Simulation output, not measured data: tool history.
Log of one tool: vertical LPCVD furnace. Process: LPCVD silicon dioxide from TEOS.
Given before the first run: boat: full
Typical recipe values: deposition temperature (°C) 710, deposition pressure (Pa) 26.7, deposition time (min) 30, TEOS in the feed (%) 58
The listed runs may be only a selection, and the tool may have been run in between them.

| run | day | deposition temperature (°C) | deposition pressure (Pa) | deposition time (min) | TEOS in the feed (%) | wafers since the last listed run | hours since the last temperature calibration | hours since the pressure gauge was zeroed | hours since the TEOS flow controller was replaced | hours since the gauge calibration | read-back reference wafer on the same gauge, thickness | film thickness on the monitor wafer in the middle of the boat (Å) |
|---|---|---|---|---|---|---|---|---|---|---|---|---|
| 1 | 0 | 710 | 26.7 | 30 | 51 | 0 | 3180.3 | 2839.8 | 4128.7 | 86 | 167.08 | 1833.5 |
| 2 | 0.325 | 710 | 26.7 | 30 | 58 | 93 | 3188.1 | 2847.6 | 4136.5 | 93.8 | 167.13 | 1954.9 |
| 3 | 0.742 | 710 | 26.7 | 30 | 58 | 119 | 3198.1 | 2857.6 | 4146.5 | 103.8 | 167.03 | 1965.1 |
| 4 | 1.192 | 710 | 26.7 | 30 | 58 | 128 | 3208.9 | 2868.4 | 4157.3 | 114.6 | 167.1 | 1964.3 |
| 5 | 1.946 | 710 | 26.7 | 30 | 64 | 215 | 3227 | 2886.5 | 4175.4 | 132.7 | 166.77 | 2060.6 |
| 6 | 2.342 | 710 | 26.7 | 30 | 58 | 113 | 3236.5 | 2896 | 4184.9 | 142.2 | 167.01 | 1971.3 |
| 7 | 2.75 | 719 | 26.7 | 30 | 58 | 116 | 3246.3 | 2905.8 | 4194.7 | 152 | 166.98 | 2400.7 |
| 8 | 3.458 | 719 | 26.7 | 30 | 58 | 202 | 3263.3 | 2922.8 | 4211.7 | 169 | 166.9 | 2408.2 |
| 9 | 5.492 | 710 | 26.7 | 30 | 58 | 581 | 3312.1 | 2971.6 | 4260.5 | 217.8 | 167.03 | 1974.6 |
|  | 6.108 | gauge calibrated |
| 10 | 6.188 | 710 | 26.7 | 30 | 58 | 199 | 3328.8 | 2988.3 | 4277.2 | 1.9 | 166.96 | 1975 |
|  | 7.375 | thermocouples replaced and temperature profile calibrated |
| 11 | 7.396 | 710 | 26.7 | 30 | 58 | 59 | 0.5 | 3017.3 | 4306.2 | 30.9 | 167.07 | 1827.7 |
| 12 | 7.662 | 710 | 26.7 | 30 | 58 | 76 | 6.9 | 3023.7 | 4312.6 | 37.3 | 167.21 | 1833.9 |
|  | 8.85 | pressure gauge zeroed |
| 13 | 8.871 | 710 | 26.7 | 30 | 58 | 59 | 35.9 | 0.5 | 4341.6 | 66.3 | 167 | 1830 |
| 14 | 9.083 | 710 | 26.7 | 20 | 58 | 60 | 41 | 5.6 | 4346.7 | 71.4 | 167.06 | 1220.3 |
| 15 | 9.496 | 703 | 26.7 | 30 | 66 | 118 | 50.9 | 15.5 | 4356.6 | 81.3 | 167.02 | 1661.9 |
|  | 11.05 | TEOS flow controller replaced |
| 16 | 11.071 | 710 | 26.7 | 30 | 58 | 164 | 88.7 | 53.3 | 0.5 | 119.1 | 167.09 | 1826.1 |
| 17 | 11.283 | 707 | 26.7 | 35.5 | 62 | 60 | 93.8 | 58.4 | 5.6 | 124.2 | 167.15 | 2090.7 |
| 18 | 11.808 | 718 | 30.7 | 37.5 | 54 | 150 | 106.4 | 71 | 18.2 | 136.8 | 166.97 | 2837.8 |

For run 19, what comes out?
| 19 | 12.567 | 706 | 26.7 | 30 | 58 | 217 | 124.6 | 89.2 | 36.4 | 155 | ? | ? |

read-back reference wafer on the same gauge, thickness: 166.96
film thickness on the monitor wafer in the middle of the boat (Å): 1675.1
If the tool had no hidden condition, the same run with the same run-to-run variation would have returned film thickness on the monitor wafer in the middle of the boat (Å) 1671.3.
